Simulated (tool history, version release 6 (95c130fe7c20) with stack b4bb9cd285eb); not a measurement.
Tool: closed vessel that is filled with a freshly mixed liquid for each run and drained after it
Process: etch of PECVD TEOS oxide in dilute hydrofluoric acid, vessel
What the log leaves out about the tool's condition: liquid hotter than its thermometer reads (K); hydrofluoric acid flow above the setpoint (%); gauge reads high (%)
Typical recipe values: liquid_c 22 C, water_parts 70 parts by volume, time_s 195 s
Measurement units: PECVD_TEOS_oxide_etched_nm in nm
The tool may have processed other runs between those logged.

run,hour,liquid_c,water_parts,time_s,wafers since the last listed run,hours since the thermometer was replaced,hours since the hydrofluoric acid flow meter was replaced,hours since the gauge calibration,"read-back film thickness of the PECVD TEOS oxide reference wafer, read on the same gauge (nm)",PECVD_TEOS_oxide_etched_nm
1,0,22,100,280,0,493.5,9.9,1340.2,50.01,39.25
2,56.2,22,100,280,3164,549.7,66.1,1396.4,49.96,39.77
# hour 65.9: thermometer replaced
3,86.9,25.5,70,115,1672,21,96.8,1427.1,50.04,25.89
4,151.4,25.5,70,115,3631,85.5,161.3,1491.6,50.02,26.32
5,177.5,20.5,70,125,1469,111.6,187.4,1517.7,50,23.51
6,214.3,20.5,70,125,2071,148.4,224.2,1554.5,49.99,23.53
7,270.1,20.5,70,125,3141,204.2,280,1610.3,49.99,23.52
# hour 285.2: gauge calibrated
8,309.4,18.5,70,195,2212,243.5,319.3,24.2,50,33.98
9,340.7,24.5,70,195,1762,274.8,350.6,55.5,49.99,44.19
10,369,18.5,70,130,1593,303.1,378.9,83.8,49.99,22.88
11,401.7,24,100,130,1841,335.8,411.6,116.5,50.02,19.25
12,427.5,18.5,70,160,1452,361.6,437.4,142.3,50.01,28.6
13,458.9,20.5,95,305,1767,393,468.8,173.7,50.02,41.92
14,499.9,22,70,305,2308,434,509.8,214.7,49.96,63.63
15,545.8,22,60,115,2584,479.9,555.7,260.6,50,28.32
16,578.8,24,70,265,1858,512.9,588.7,293.6,50.02,60.35
17,613.4,22,70,195,1948,547.5,623.3,328.2,49.97,41.05
18,676.8,23.5,95,230,3569,610.9,686.7,391.6,50,37.11
# hour 705.1: thermometer replaced
19,712.4,23.5,90,230,1948,7.3,722.3,427.2,50.01,36.08
20,762.3,18,40,295,2809,57.2,772.2,477.1,49.98,88.73
21,800.9,25,70,260,2173,95.8,810.8,515.7,50.03,57.57
22,871.6,22,70,195,3980,166.5,881.5,586.4,49.98,38.76
23,1047.3,25.5,70,115,9892,342.2,1057.2,762.1,49.98,26.86
24,1099.9,24.5,55,155,2961,394.8,1109.8,814.7,49.99,45.57
25,1170.8,25,70,245,3991,465.7,1180.7,885.6,49.99,56.79
26,1215.5,26.5,90,195,2516,510.4,1225.4,930.3,50,36.65
27,1287,19.5,70,245,4025,581.9,1296.9,1001.8,50.01,46.66
28,1327.4,20.5,70,125,2274,622.3,1337.3,1042.2,49.99,24.72
# hour 1340.5: thermometer replaced
29,1381.5,18,55,120,2989,41,1391.4,1096.3,49.96,26.01
30,1424.8,20,80,280,2437,84.3,1434.7,1139.6,50,44.78
31,1478.9,20.5,85,195,3046,138.4,1488.8,1193.7,50.03,29.9
32,1537.5,22,70,195,3299,197,1547.4,1252.3,49.98,39.14
33,1605.7,23.5,55,155,3839,265.2,1615.6,1320.5,50.01,43.67

For each entry between runs, how does the tool's hidden state at the last listed run before it compare with that at the first listed run after it?
Between runs 2 and 3: thermometer replaced (hour 65.9)
  liquid hotter than its thermometer reads (K): 1.92 -> 0.237
  measured value less the no-hidden-state value, PECVD_TEOS_oxide_etched_nm: +2.94 -> +0.25 nm
Between runs 7 and 8: gauge calibrated (hour 285.2)
  liquid hotter than its thermometer reads (K): 0.772 -> 0.886
  measured value less the no-hidden-state value, PECVD_TEOS_oxide_etched_nm: +0.74 -> +1.26 nm
Between runs 18 and 19: thermometer replaced (hour 705.1)
  liquid hotter than its thermometer reads (K): 1.96 -> 0.134
  measured value less the no-hidden-state value, PECVD_TEOS_oxide_etched_nm: +2.77 -> +0.19 nm
Between runs 28 and 29: thermometer replaced (hour 1340.5)
  liquid hotter than its thermometer reads (K): 1.93 -> 0.338
  measured value less the no-hidden-state value, PECVD_TEOS_oxide_etched_nm: +1.9 -> +0.37 nm

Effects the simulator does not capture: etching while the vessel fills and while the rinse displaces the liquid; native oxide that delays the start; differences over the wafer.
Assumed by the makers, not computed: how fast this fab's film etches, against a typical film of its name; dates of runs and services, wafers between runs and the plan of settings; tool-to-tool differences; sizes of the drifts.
